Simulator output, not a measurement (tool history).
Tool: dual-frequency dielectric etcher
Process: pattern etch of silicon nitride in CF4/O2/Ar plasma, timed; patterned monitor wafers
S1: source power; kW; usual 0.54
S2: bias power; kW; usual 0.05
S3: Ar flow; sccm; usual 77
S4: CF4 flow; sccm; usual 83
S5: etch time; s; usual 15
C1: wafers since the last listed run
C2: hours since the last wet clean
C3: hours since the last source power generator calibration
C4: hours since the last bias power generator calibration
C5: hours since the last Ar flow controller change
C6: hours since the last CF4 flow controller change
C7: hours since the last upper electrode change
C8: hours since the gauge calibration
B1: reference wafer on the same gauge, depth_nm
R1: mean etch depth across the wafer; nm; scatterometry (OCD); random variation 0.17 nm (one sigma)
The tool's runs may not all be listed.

Run 1, day 0: usual settings; C1 0; C2 262.4; C3 1505.1; C4 2562.4; C5 2986.1; C6 266.4; C7 511.3; C8 289.4; B1 36.41. Result: R1 31.26 nm.
At day 1.992: Ar flow controller replaced.
Run 2, day 3.062: usual settings; C1 651; C2 335.9; C3 1578.6; C4 2635.9; C5 25.7; C6 339.9; C7 584.8; C8 362.9; B1 36.56. Result: R1 31.58 nm.
At day 5.617: bias power generator calibrated.
Run 3, day 7.033: usual settings; C1 881; C2 431.2; C3 1673.9; C4 34; C5 121; C6 435.2; C7 680.1; C8 458.2; B1 36.83. Result: R1 31.5 nm.
Run 4, day 11.583: usual settings but S4 89 sccm; C1 1053; C2 540.4; C3 1783.1; C4 143.2; C5 230.2; C6 544.4; C7 789.3; C8 567.4; B1 36.96. Result: R1 31.84 nm.
Run 5, day 14.9: usual settings but S2 0.061 kW, S4 71 sccm; C1 768; C2 620; C3 1862.7; C4 222.8; C5 309.8; C6 624; C7 868.9; C8 647; B1 37.03. Result: R1 32.74 nm.
Run 6, day 18.717: usual settings but S3 89 sccm, S5 12.5 s; C1 883; C2 711.6; C3 1954.3; C4 314.4; C5 401.4; C6 715.6; C7 960.5; C8 738.6; B1 37.13. Result: R1 26.28 nm.
At day 19.9: source power generator calibrated.
At day 21.192: wet clean of the chamber.
Run 7, day 22.792: usual settings but S1 0.65 kW, S5 11 s; C1 673; C2 38.4; C3 69.4; C4 412.2; C5 499.2; C6 813.4; C7 1058.3; C8 836.4; B1 37.35. Result: R1 26.97 nm.
Run 8, day 24.292: usual settings but S1 0.59 kW, S3 65 sccm, S4 104 sccm, S5 11.5 s; C1 347; C2 74.4; C3 105.4; C4 448.2; C5 535.2; C6 849.4; C7 1094.3; C8 872.4; B1 37.31. Result: R1 27.11 nm.
Run 9, day 27.004: usual settings but S3 69 sccm, S4 75 sccm; C1 628; C2 139.5; C3 170.5; C4 513.3; C5 600.3; C6 914.5; C7 1159.4; C8 937.5; B1 37.37. Result: R1 32.05 nm.
Run 10, day 28.958: usual settings but S2 0.044 kW, S3 58 sccm, S5 13.5 s; C1 452; C2 186.4; C3 217.4; C4 560.2; C5 647.2; C6 961.4; C7 1206.3; C8 984.4; B1 37.4. Result: R1 28.51 nm.
Run 11, day 33.033: usual settings but S1 0.42 kW, S4 76 sccm, S5 11.5 s; C1 943; C2 284.2; C3 315.2; C4 658; C5 745; C6 1059.2; C7 1304.1; C8 1082.2; B1 37.54. Result: R1 20.18 nm.
Run 12, day 34.792: usual settings but S3 68 sccm, S5 17 s; C1 407; C2 326.4; C3 357.4; C4 700.2; C5 787.2; C6 1101.4; C7 1346.3; C8 1124.4; B1 37.47. Result: R1 36.59 nm.
Run 13, day 37.1: usual settings but S2 0.062 kW, S4 69 sccm; C1 534; C2 381.8; C3 412.8; C4 755.6; C5 842.6; C6 1156.8; C7 1401.7; C8 1179.8; B1 37.49. Result: R1 33.1 nm.
Run 14, day 40.45: usual settings but S1 0.46 kW, S3 92 sccm; C1 775; C2 462.2; C3 493.2; C4 836; C5 923; C6 1237.2; C7 1482.1; C8 1260.2; B1 37.63. Result: R1 28.07 nm.
Run 15, day 44.529: usual settings; C1 944; C2 560.1; C3 591.1; C4 933.9; C5 1020.9; C6 1335.1; C7 1580; C8 1358.1; B1 37.67. Result: R1 32.3 nm.
Run 16, day 48.292: usual settings; C1 871; C2 650.4; C3 681.4; C4 1024.2; C5 1111.2; C6 1425.4; C7 1670.3; C8 1448.4; B1 37.69. Result: R1 32.22 nm.
At day 51.175: wet clean of the chamber.
Run 17, day 57.125: usual settings but S2 0.061 kW, S4 71 sccm; C1 1814; C2 142.8; C3 893.4; C4 1236.2; C5 1323.2; C6 1637.4; C7 1882.3; C8 1660.4; B1 37.78. Result: R1 33.45 nm.
Run 18, day 60.854: usual settings but S5 19.5 s; C1 863; C2 232.3; C3 982.9; C4 1325.7; C5 1412.7; C6 1726.9; C7 1971.8; C8 1749.9; B1 37.76. Result: R1 42.38 nm.
Run 19, day 63.821: usual settings but S1 0.43 kW, S2 0.06 kW; C1 687; C2 303.5; C3 1054.1; C4 1396.9; C5 1483.9; C6 1798.1; C7 2043; C8 1821.1; B1 37.8. Result: R1 28.69 nm.
At day 77.779: wet clean of the chamber.
Run 20, day 77.8: usual settings; C1 3006; C2 0.5; C3 1389.6; C4 1732.4; C5 1819.4; C6 2133.6; C7 2378.5; C8 2156.6; B1 37.95. Result: R1 32.32 nm.
Run 21, day 78.971: usual settings but S5 13.5 s; C1 271; C2 28.6; C3 1417.7; C4 1760.5; C5 1847.5; C6 2161.7; C7 2406.6; C8 2184.7; B1 37.98. Result: R1 29.21 nm.
Run 22, day 82.525: usual settings but S3 82 sccm, S4 104 sccm; C1 823; C2 113.9; C3 1503; C4 1845.8; C5 1932.8; C6 2247; C7 2491.9; C8 2270; B1 37.96. Result: R1 33.45 nm.

Forecast each of these 3 alternatives for the next run:
Run A, day 82.542: usual settings; C1 3; C2 114.3; C3 1503.4; C4 1846.2; C5 1933.2; C6 2247.4; C7 2492.3; C8 2270.4; B1 ?. Result: R1 ?.
Run B, day 82.542: usual settings but S2 0.059 kW, S4 70 sccm; C1 3; C2 114.3; C3 1503.4; C4 1846.2; C5 1933.2; C6 2247.4; C7 2492.3; C8 2270.4; B1 ?. Result: R1 ?.
Run C, day 82.542: usual settings but S2 0.061 kW; C1 3; C2 114.3; C3 1503.4; C4 1846.2; C5 1933.2; C6 2247.4; C7 2492.3; C8 2270.4; B1 ?. Result: R1 ?.

run     B1     R1
  A  37.93  32.37
  B  37.93  33.08
  C  37.93  34.22
Without the tool's hidden state the same runs would have given:
run     R1
  A   30.2
  B  30.85
  C  31.91

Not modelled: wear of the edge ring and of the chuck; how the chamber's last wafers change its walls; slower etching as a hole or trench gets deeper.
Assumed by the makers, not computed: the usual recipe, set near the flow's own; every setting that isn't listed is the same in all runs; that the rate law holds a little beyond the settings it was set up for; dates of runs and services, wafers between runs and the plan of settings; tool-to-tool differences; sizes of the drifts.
